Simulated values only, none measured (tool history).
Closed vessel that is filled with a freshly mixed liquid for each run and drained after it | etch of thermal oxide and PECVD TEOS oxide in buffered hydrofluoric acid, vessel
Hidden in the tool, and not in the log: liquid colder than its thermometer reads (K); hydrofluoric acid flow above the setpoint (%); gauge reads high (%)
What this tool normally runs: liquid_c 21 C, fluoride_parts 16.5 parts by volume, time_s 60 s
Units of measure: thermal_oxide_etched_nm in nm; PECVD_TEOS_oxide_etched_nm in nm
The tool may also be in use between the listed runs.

run	hour	liquid_c	fluoride_parts	time_s	wafers since the last listed run	hours since the thermometer was replaced	hours since the hydrofluoric acid flow meter was replaced	hours since the gauge calibration	read-back film thickness of the thermal oxide reference wafer, read on the same gauge (nm)	read-back film thickness of the PECVD TEOS oxide reference wafer, read on the same gauge (nm)	thermal_oxide_etched_nm	PECVD_TEOS_oxide_etched_nm
1	0	18	13	60	0	164.9	500	238.2	130	70.04	41.23	97.57
2	55	18	13	60	3806	219.9	555	293.2	130.01	69.99	40.62	96.59
3	143	21	16.5	60	6090	307.9	643	381.2	130.01	70.03	38.37	91.54
4	243.5	21	16.5	60	6956	408.4	743.5	481.7	130	70.03	39.08	91.69
5	349.7	21	16.5	60	7350	514.6	849.7	587.9	130	70.01	38.56	93.39
# hour 418.8: thermometer replaced
6	451.7	22.5	16.5	40	6990	32.9	951.7	689.9	130.02	70.02	28.5	67.61
7	543.7	22.5	16.5	40	6367	124.9	1043.7	781.9	130.02	70.03	28.45	66.87
8	617.4	22.5	16.5	40	5101	198.6	1117.4	855.6	130.02	70.01	27.99	67.53
9	714.4	21	16.5	60	6713	295.6	1214.4	952.6	130	70.01	39.22	92.78
# hour 739.7: hydrofluoric acid flow meter replaced
10	807.8	19.5	18.5	60	6395	389	68.1	1046	129.99	70	31.26	73.84
11	884.8	17	19	85	5329	466	145.1	1123	129.99	69.99	37.56	87.91
12	990.5	21	11	95	7316	571.7	250.8	1228.7	129.98	69.97	89.7	212.56
# hour 1021.2: thermometer replaced
13	1097.6	24	21.5	35	7343	76.4	357.9	1335.8	130.01	70	20.59	49.6
# hour 1160.6: gauge calibrated
14	1189	21	16.5	60	6326	167.8	449.3	28.4	130	70	38.69	91.07

Run 15, settings as shown, results not yet in. Your forecast:
15	1242.8	21	12.5	30	3723	221.6	503.1	82.2	?	?	?	?

{"run 15": {"read-back film thickness of the thermal oxide reference wafer, read on the same gauge (nm)": 129.97, "read-back film thickness of the PECVD TEOS oxide reference wafer, read on the same gauge (nm)": 70.01, "thermal_oxide_etched_nm": 25.64, "PECVD_TEOS_oxide_etched_nm": 60.22}}
The same run, on a tool lacking any hidden state, would have yielded thermal_oxide_etched_nm 25.18 nm, PECVD_TEOS_oxide_etched_nm 59.14 nm.
